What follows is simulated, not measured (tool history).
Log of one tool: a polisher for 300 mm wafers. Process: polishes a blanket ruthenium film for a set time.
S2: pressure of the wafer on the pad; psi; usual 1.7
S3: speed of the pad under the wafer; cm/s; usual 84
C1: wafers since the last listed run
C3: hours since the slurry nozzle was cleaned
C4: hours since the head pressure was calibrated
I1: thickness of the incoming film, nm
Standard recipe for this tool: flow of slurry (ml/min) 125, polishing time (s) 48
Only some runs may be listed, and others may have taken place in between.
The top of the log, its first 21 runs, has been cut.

run 22 hour=222.7 | flow_of_slurry_(ml/min)=160 S2=1.5 S3=98 polishing_time_(s)=43 | C1=121 wafers_polished_on_this_pad=759 C3=132.1 C4=99.4 | I1=611.7 | film_removed_(nm)=31.0
run 23 hour=232.1 | flow_of_slurry_(ml/min)=90 S2=1.7 S3=84 polishing_time_(s)=56 | C1=94 wafers_polished_on_this_pad=854 C3=141.5 C4=108.8 | I1=610.7 | film_removed_(nm)=35.1
run 24 hour=243.3 | flow_of_slurry_(ml/min)=125 S2=2.1 S3=84 polishing_time_(s)=41 | C1=112 wafers_polished_on_this_pad=966 C3=152.7 C4=120.0 | I1=601.7 | film_removed_(nm)=30.6
-- hour=250.8 worn pad replaced by a new one
run 25 hour=260.8 | flow_of_slurry_(ml/min)=125 S2=1.7 S3=84 polishing_time_(s)=48 | C1=135 wafers_polished_on_this_pad=100 C3=170.2 C4=137.5 | I1=619.8 | film_removed_(nm)=32.1
run 26 hour=274.6 | flow_of_slurry_(ml/min)=140 S2=1.7 S3=84 polishing_time_(s)=48 | C1=139 wafers_polished_on_this_pad=239 C3=184.0 C4=151.3 | I1=607.7 | film_removed_(nm)=31.9
run 27 hour=290.6 | flow_of_slurry_(ml/min)=125 S2=1.7 S3=84 polishing_time_(s)=48 | C1=161 wafers_polished_on_this_pad=401 C3=200.0 C4=167.3 | I1=611.7 | film_removed_(nm)=31.4
run 28 hour=298.1 | flow_of_slurry_(ml/min)=125 S2=1.7 S3=84 polishing_time_(s)=48 | C1=75 wafers_polished_on_this_pad=476 C3=207.5 C4=174.8 | I1=619.6 | film_removed_(nm)=31.4
run 29 hour=305.9 | flow_of_slurry_(ml/min)=150 S2=1.7 S3=84 polishing_time_(s)=62 | C1=78 wafers_polished_on_this_pad=555 C3=215.3 C4=182.6 | I1=603.1 | film_removed_(nm)=40.6
run 30 hour=319.1 | flow_of_slurry_(ml/min)=125 S2=1.4 S3=84 polishing_time_(s)=48 | C1=132 wafers_polished_on_this_pad=688 C3=228.5 C4=195.8 | I1=613.0 | film_removed_(nm)=27.6
-- hour=333.6 worn pad replaced by a new one
run 31 hour=336.6 | flow_of_slurry_(ml/min)=80 S2=2.1 S3=60 polishing_time_(s)=55 | C1=135 wafers_polished_on_this_pad=30 C3=246.0 C4=213.3 | I1=614.5 | film_removed_(nm)=28.6
run 32 hour=347.3 | flow_of_slurry_(ml/min)=125 S2=1.7 S3=94 polishing_time_(s)=56 | C1=107 wafers_polished_on_this_pad=137 C3=256.7 C4=224.0 | I1=610.4 | film_removed_(nm)=42.1
run 33 hour=354.2 | flow_of_slurry_(ml/min)=125 S2=1.9 S3=54 polishing_time_(s)=34 | C1=69 wafers_polished_on_this_pad=207 C3=263.6 C4=230.9 | I1=607.6 | film_removed_(nm)=15.6
run 34 hour=366.9 | flow_of_slurry_(ml/min)=105 S2=1.5 S3=64 polishing_time_(s)=31 | C1=127 wafers_polished_on_this_pad=335 C3=276.3 C4=243.6 | I1=611.2 | film_removed_(nm)=14.3
run 35 hour=377.0 | flow_of_slurry_(ml/min)=125 S2=2.0 S3=108 polishing_time_(s)=61 | C1=101 wafers_polished_on_this_pad=437 C3=286.4 C4=253.7 | I1=617.8 | film_removed_(nm)=56.1
run 36 hour=385.9 | flow_of_slurry_(ml/min)=105 S2=1.5 S3=64 polishing_time_(s)=31 | C1=89 wafers_polished_on_this_pad=526 C3=295.3 C4=262.6 | I1=622.7 | film_removed_(nm)=13.9
run 37 hour=396.3 | flow_of_slurry_(ml/min)=125 S2=1.7 S3=84 polishing_time_(s)=48 | C1=104 wafers_polished_on_this_pad=631 C3=305.7 C4=273.0 | I1=600.0 | film_removed_(nm)=30.7

Alternative continuations, all from the tool just after run 37; predict every row:
run A hour=396.7 | flow_of_slurry_(ml/min)=125 S2=1.7 S3=74 polishing_time_(s)=48 | C1=4 wafers_polished_on_this_pad=635 C3=306.1 C4=273.4 | I1=607.4 | film_removed_(nm)=?
run B hour=396.7 | flow_of_slurry_(ml/min)=125 S2=2.1 S3=84 polishing_time_(s)=53 | C1=4 wafers_polished_on_this_pad=635 C3=306.1 C4=273.4 | I1=607.4 | film_removed_(nm)=?
run C hour=396.7 | flow_of_slurry_(ml/min)=80 S2=2.0 S3=84 polishing_time_(s)=58 | C1=4 wafers_polished_on_this_pad=635 C3=306.1 C4=273.4 | I1=607.4 | film_removed_(nm)=?
run D hour=396.7 | flow_of_slurry_(ml/min)=125 S2=2.3 S3=114 polishing_time_(s)=62 | C1=4 wafers_polished_on_this_pad=635 C3=306.1 C4=273.4 | I1=607.4 | film_removed_(nm)=?
run E hour=396.7 | flow_of_slurry_(ml/min)=125 S2=1.9 S3=84 polishing_time_(s)=53 | C1=4 wafers_polished_on_this_pad=635 C3=306.1 C4=273.4 | I1=607.4 | film_removed_(nm)=?

run=A film_removed_(nm)=27.4
run=B film_removed_(nm)=39.2
run=C film_removed_(nm)=39.3
run=D film_removed_(nm)=66.1
run=E film_removed_(nm)=36.8
Without the tool's hidden state the same runs would have given:
run=A film_removed_(nm)=29.1
run=B film_removed_(nm)=41.6
run=C film_removed_(nm)=41.6
run=D film_removed_(nm)=70.1
run=E film_removed_(nm)=39.0

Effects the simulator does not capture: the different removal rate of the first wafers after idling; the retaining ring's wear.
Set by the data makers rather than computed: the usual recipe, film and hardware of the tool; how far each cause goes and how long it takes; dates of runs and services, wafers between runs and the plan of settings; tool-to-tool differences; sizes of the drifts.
